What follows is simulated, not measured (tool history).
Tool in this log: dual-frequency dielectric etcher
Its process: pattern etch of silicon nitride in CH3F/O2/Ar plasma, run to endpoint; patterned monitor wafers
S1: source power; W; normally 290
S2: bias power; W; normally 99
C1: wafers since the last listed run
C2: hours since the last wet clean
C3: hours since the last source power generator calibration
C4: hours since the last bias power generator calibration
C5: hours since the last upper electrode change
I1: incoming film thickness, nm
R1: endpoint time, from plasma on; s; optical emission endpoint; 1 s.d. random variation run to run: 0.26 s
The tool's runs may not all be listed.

run 1 hour=0.0 | S1=290 S2=99 | C1=0 C2=8.1 C3=3239.4 C4=2621.2 C5=5057.9 | I1=32.30 | R1=42.9
run 2 hour=91.2 | S1=290 S2=99 | C1=1250 C2=99.3 C3=3330.6 C4=2712.4 C5=5149.1 | I1=31.79 | R1=42.3
run 3 hour=165.9 | S1=250 S2=99 | C1=1024 C2=174.0 C3=3405.3 C4=2787.1 C5=5223.8 | I1=31.90 | R1=43.5
run 4 hour=212.3 | S1=250 S2=99 | C1=636 C2=220.4 C3=3451.7 C4=2833.5 C5=5270.2 | I1=31.93 | R1=43.5
run 5 hour=315.3 | S1=250 S2=99 | C1=1412 C2=323.4 C3=3554.7 C4=2936.5 C5=5373.2 | I1=32.14 | R1=43.3
-- hour=394.2 wet clean of the chamber
run 6 hour=420.6 | S1=290 S2=112 | C1=1114 C2=26.4 C3=3660.0 C4=3041.8 C5=5478.5 | I1=32.20 | R1=38.7
run 7 hour=521.6 | S1=290 S2=112 | C1=1384 C2=127.4 C3=3761.0 C4=3142.8 C5=5579.5 | I1=31.96 | R1=37.2

Estimate the outcome of run 8 from the log above:
-- hour=554.3 bias power generator calibrated
-- hour=593.7 wet clean of the chamber, repeated, since the last time left the tool worse
run 8 hour=600.1 | S1=290 S2=107 | C1=692 C2=6.4 C3=3839.5 C4=45.8 C5=5658.0 | I1=31.89 | R1=?

{"run 8": {"R1": 41.0}}
With no hidden state in the tool, this same run would have given R1 41.0 s.
